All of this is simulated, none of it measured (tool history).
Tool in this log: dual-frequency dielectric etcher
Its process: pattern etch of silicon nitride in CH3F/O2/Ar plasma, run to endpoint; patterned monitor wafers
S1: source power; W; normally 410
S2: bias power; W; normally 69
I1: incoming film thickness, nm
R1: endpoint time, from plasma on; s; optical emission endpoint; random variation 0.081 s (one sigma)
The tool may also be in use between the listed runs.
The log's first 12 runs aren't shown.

run     day   S1  S2     I1    R1
 13  14.688  430  69  17.37  26.0
     14.858  -- bias power generator calibrated
     15.875  -- upper electrode replaced
 14  15.896  360  80  17.31  24.9
 15  16.425  360  80  17.49  25.2
 16  17.354  360  80  17.48  25.4
 17  18.846  340  76  17.52  26.6
 18  22.829  410  69  17.30  26.0
 19  23.912  460  60  17.44  27.0
 20  25.217  350  84  17.24  24.9
 21  26.504  410  69  17.53  26.6
     26.721  -- source power generator calibrated
 22  27.062  480  69  17.49  24.9
 23  27.854  410  82  17.26  24.0
 24  28.608  410  69  17.35  26.4

Run 25 comes next. What will it give?
     30.233  -- wet clean of the chamber
 25  30.254  410  64  17.52   ?

Run 25 measured R1 27.2 s.
With no hidden state in the tool, this same run would have given R1 26.8 s.
